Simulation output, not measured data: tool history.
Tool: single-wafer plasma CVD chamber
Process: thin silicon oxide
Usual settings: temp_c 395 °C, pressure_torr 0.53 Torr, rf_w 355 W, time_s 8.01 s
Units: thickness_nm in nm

run    hour  temp_c  pressure_torr  rf_w  time_s  read-back reference wafer on the same gauge, thickness_nm  thickness_nm
  1       0     395           0.53   355    8.01                                                      9.797         9.759
       50.6  -- RF generator calibrated
  2    54.2     395          0.588   355    8.01                                                      9.797        11.067
      111.2  -- thermocouple changed; heater temperature recalibrated
  3   136.9     395           0.53   355    8.01                                                      9.801         9.924
  4   183.2     395           0.53   355    8.99                                                      9.799        11.066
  5   280.9     395           0.53   355    8.01                                                      9.789         9.758
  6   338.3     381           0.53   355    8.01                                                       9.78         9.932
      490.1  -- gauge calibrated
  7   536.3     382          0.619   380    7.38                                                      9.804        10.776
  8     605     395           0.53   395    7.26                                                        9.8         9.184
  9   644.1     395           0.53   355    9.13                                                      9.799        11.121
 10   707.9     395           0.53   355    8.01                                                      9.809         9.717
 11     754     386           0.44   395    7.58                                                      9.827         7.913
 12   856.4     401          0.589   415     7.3                                                      9.817        10.396
 13   963.1     395          0.576   395    8.01                                                      9.836         10.87
 14    1056     395          0.617   355    8.01                                                      9.799        11.289
 15  1129.6     406           0.53   355    8.01                                                      9.786         9.692
 16  1208.7     395           0.53   355    8.01                                                      9.805         9.702
 17  1276.7     395           0.53   380    8.01                                                      9.786          9.91
     1369.2  -- RF generator calibrated
     1410.1  -- showerhead replaced
 18  1501.9     408          0.491   310    8.87                                                      9.787         9.517
 19  1596.8     381          0.601   355    8.01                                                      9.805        11.272
 20  1661.3     386           0.44   395    7.58                                                      9.805         8.071
 21  1729.5     395           0.62   420    8.01                                                      9.814         12.11
 22  1830.2     395          0.638   355    8.01                                                      9.827        11.842
 23    1872     380          0.634   395    8.49                                                      9.806        12.828
 24  1955.5     409           0.53   305    8.64                                                      9.781         9.773
 25  1999.7     395           0.48   355    8.01                                                      9.809          8.88

Forecast run 26:
     2059.4  -- capacitance manometer re-zeroed and calibrated
 26  2070.8     381          0.449   395    8.79                                                          ?             ?

{"run 26": {"read-back reference wafer on the same gauge, thickness_nm": 9.78, "thickness_nm": 9.443}}
Without the tool's hidden state the same run would have given thickness_nm 9.696 nm.
